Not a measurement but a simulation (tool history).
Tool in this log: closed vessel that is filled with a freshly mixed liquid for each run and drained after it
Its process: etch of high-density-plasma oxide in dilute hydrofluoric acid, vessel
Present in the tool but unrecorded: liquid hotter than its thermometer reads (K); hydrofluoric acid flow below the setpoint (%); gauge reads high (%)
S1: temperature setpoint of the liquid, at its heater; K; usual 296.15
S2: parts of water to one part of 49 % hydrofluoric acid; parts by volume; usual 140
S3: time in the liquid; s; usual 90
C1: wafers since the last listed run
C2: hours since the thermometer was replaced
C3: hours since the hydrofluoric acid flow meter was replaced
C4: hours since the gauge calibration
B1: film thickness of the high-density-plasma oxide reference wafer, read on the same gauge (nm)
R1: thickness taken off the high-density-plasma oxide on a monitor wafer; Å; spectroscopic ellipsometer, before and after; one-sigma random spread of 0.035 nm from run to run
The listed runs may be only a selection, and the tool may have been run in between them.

{"run": 1, "hour": 0.0, "S1": 296.15, "S2": 140, "S3": 90, "C1": 0, "C2": 1573.9, "C3": 1123.8, "C4": 111.2, "B1": 80.026, "R1": 43.22}
{"run": 2, "hour": 21.2, "S1": 296.15, "S2": 140, "S3": 90, "C1": 1995, "C2": 1595.1, "C3": 1145, "C4": 132.4, "B1": 79.987, "R1": 42.79}
{"run": 3, "hour": 42.3, "S1": 296.15, "S2": 140, "S3": 90, "C1": 1986, "C2": 1616.2, "C3": 1166.1, "C4": 153.5, "B1": 79.995, "R1": 43.04}
{"run": 4, "hour": 57.4, "S1": 296.15, "S2": 140, "S3": 90, "C1": 1421, "C2": 1631.3, "C3": 1181.2, "C4": 168.6, "B1": 80.053, "R1": 42.27}
{"hour": 61.8, "done": "thermometer replaced"}
{"run": 5, "hour": 79.4, "S1": 296.15, "S2": 140, "S3": 90, "C1": 1976, "C2": 17.6, "C3": 1203.2, "C4": 190.6, "B1": 80.024, "R1": 39.81}
{"run": 6, "hour": 108.5, "S1": 296.15, "S2": 140, "S3": 90, "C1": 2739, "C2": 46.7, "C3": 1232.3, "C4": 219.7, "B1": 79.985, "R1": 40.89}
{"run": 7, "hour": 123.1, "S1": 296.15, "S2": 140, "S3": 90, "C1": 1374, "C2": 61.3, "C3": 1246.9, "C4": 234.3, "B1": 80.018, "R1": 40.22}
{"run": 8, "hour": 144.8, "S1": 296.15, "S2": 140, "S3": 90, "C1": 2042, "C2": 83, "C3": 1268.6, "C4": 256, "B1": 80.011, "R1": 39.88}
{"run": 9, "hour": 162.5, "S1": 296.15, "S2": 140, "S3": 90, "C1": 1666, "C2": 100.7, "C3": 1286.3, "C4": 273.7, "B1": 80.004, "R1": 40.42}
{"run": 10, "hour": 185.3, "S1": 296.15, "S2": 140, "S3": 90, "C1": 2146, "C2": 123.5, "C3": 1309.1, "C4": 296.5, "B1": 79.996, "R1": 39.7}
{"run": 11, "hour": 202.6, "S1": 296.15, "S2": 140, "S3": 90, "C1": 1628, "C2": 140.8, "C3": 1326.4, "C4": 313.8, "B1": 80.004, "R1": 39.89}
{"run": 12, "hour": 237.2, "S1": 296.15, "S2": 140, "S3": 90, "C1": 3256, "C2": 175.4, "C3": 1361, "C4": 348.4, "B1": 80, "R1": 39.97}
{"run": 13, "hour": 254.8, "S1": 298.15, "S2": 115, "S3": 140, "C1": 1656, "C2": 193, "C3": 1378.6, "C4": 366, "B1": 80.002, "R1": 83.98}
{"run": 14, "hour": 275.7, "S1": 298.65, "S2": 175, "S3": 45, "C1": 1967, "C2": 213.9, "C3": 1399.5, "C4": 386.9, "B1": 80.022, "R1": 16.78}
{"run": 15, "hour": 308.4, "S1": 296.15, "S2": 140, "S3": 90, "C1": 3077, "C2": 246.6, "C3": 1432.2, "C4": 419.6, "B1": 79.962, "R1": 39.67}
{"run": 16, "hour": 326.6, "S1": 293.65, "S2": 205, "S3": 90, "C1": 1713, "C2": 264.8, "C3": 1450.4, "C4": 437.8, "B1": 79.979, "R1": 23.22}
{"run": 17, "hour": 351.9, "S1": 300.65, "S2": 205, "S3": 35, "C1": 2381, "C2": 290.1, "C3": 1475.7, "C4": 463.1, "B1": 80.012, "R1": 11.43}
{"run": 18, "hour": 373.9, "S1": 298.15, "S2": 115, "S3": 140, "C1": 2070, "C2": 312.1, "C3": 1497.7, "C4": 485.1, "B1": 79.975, "R1": 83.49}
{"run": 19, "hour": 399.6, "S1": 298.65, "S2": 185, "S3": 55, "C1": 2419, "C2": 337.8, "C3": 1523.4, "C4": 510.8, "B1": 79.963, "R1": 19.06}
{"run": 20, "hour": 433.4, "S1": 296.15, "S2": 170, "S3": 90, "C1": 3181, "C2": 371.6, "C3": 1557.2, "C4": 544.6, "B1": 80.003, "R1": 31.39}
{"hour": 492.8, "done": "gauge calibrated"}
{"hour": 500.1, "done": "hydrofluoric acid flow meter replaced"}
{"run": 21, "hour": 512.9, "S1": 296.15, "S2": 140, "S3": 90, "C1": 7388, "C2": 451.1, "C3": 12.8, "C4": 20.1, "B1": 80.024, "R1": 45.98}
{"run": 22, "hour": 544.9, "S1": 298.15, "S2": 185, "S3": 35, "C1": 3012, "C2": 483.1, "C3": 44.8, "C4": 52.1, "B1": 79.971, "R1": 13.71}
{"run": 23, "hour": 578.0, "S1": 296.15, "S2": 185, "S3": 90, "C1": 3115, "C2": 516.2, "C3": 77.9, "C4": 85.2, "B1": 80.009, "R1": 32.41}
{"run": 24, "hour": 604.2, "S1": 296.15, "S2": 140, "S3": 90, "C1": 2466, "C2": 542.4, "C3": 104.1, "C4": 111.4, "B1": 80.012, "R1": 45.98}
{"run": 25, "hour": 636.5, "S1": 299.15, "S2": 100, "S3": 130, "C1": 3040, "C2": 574.7, "C3": 136.4, "C4": 143.7, "B1": 80, "R1": 109.02}
{"run": 26, "hour": 667.3, "S1": 300.65, "S2": 140, "S3": 135, "C1": 2899, "C2": 605.5, "C3": 167.2, "C4": 174.5, "B1": 79.951, "R1": 81.17}
{"run": 27, "hour": 687.2, "S1": 300.65, "S2": 210, "S3": 45, "C1": 1873, "C2": 625.4, "C3": 187.1, "C4": 194.4, "B1": 80.023, "R1": 16.41}
{"run": 28, "hour": 719.7, "S1": 294.65, "S2": 140, "S3": 90, "C1": 3059, "C2": 657.9, "C3": 219.6, "C4": 226.9, "B1": 79.995, "R1": 42.41}
{"run": 29, "hour": 735.6, "S1": 296.15, "S2": 140, "S3": 40, "C1": 1496, "C2": 673.8, "C3": 235.5, "C4": 242.8, "B1": 80.029, "R1": 20.18}
{"run": 30, "hour": 758.0, "S1": 298.65, "S2": 140, "S3": 70, "C1": 2108, "C2": 696.2, "C3": 257.9, "C4": 265.2, "B1": 79.99, "R1": 38.41}
{"run": 31, "hour": 773.0, "S1": 296.15, "S2": 140, "S3": 90, "C1": 1411, "C2": 711.2, "C3": 272.9, "C4": 280.2, "B1": 79.969, "R1": 45.05}
{"run": 32, "hour": 801.2, "S1": 300.15, "S2": 105, "S3": 50, "C1": 2654, "C2": 739.4, "C3": 301.1, "C4": 308.4, "B1": 79.973, "R1": 40.77}
{"run": 33, "hour": 835.8, "S1": 296.15, "S2": 140, "S3": 90, "C1": 3256, "C2": 774, "C3": 335.7, "C4": 343, "B1": 79.998, "R1": 44.74}

Describe how what the log doesn't record of the tool's condition differs between the last listed run preceding each entry between runs and the first listed run following it.
Run 4 -> run 5: thermometer replaced (hour 61.8)
  liquid hotter than its thermometer reads (K): 2.15 -> 0.54; hydrofluoric acid flow below the setpoint (%): 8.86 -> 9.01
  the result without the hidden state subtracted from the measured one, R1: -1.11 -> -3.72 Å
Run 20 -> run 21: gauge calibrated (hour 492.8); hydrofluoric acid flow meter replaced (hour 500.1)
  liquid hotter than its thermometer reads (K): 1 -> 1.11; hydrofluoric acid flow below the setpoint (%): 11.4 -> 0.596
  the result without the hidden state subtracted from the measured one, R1: -3.56 -> +1.63 Å
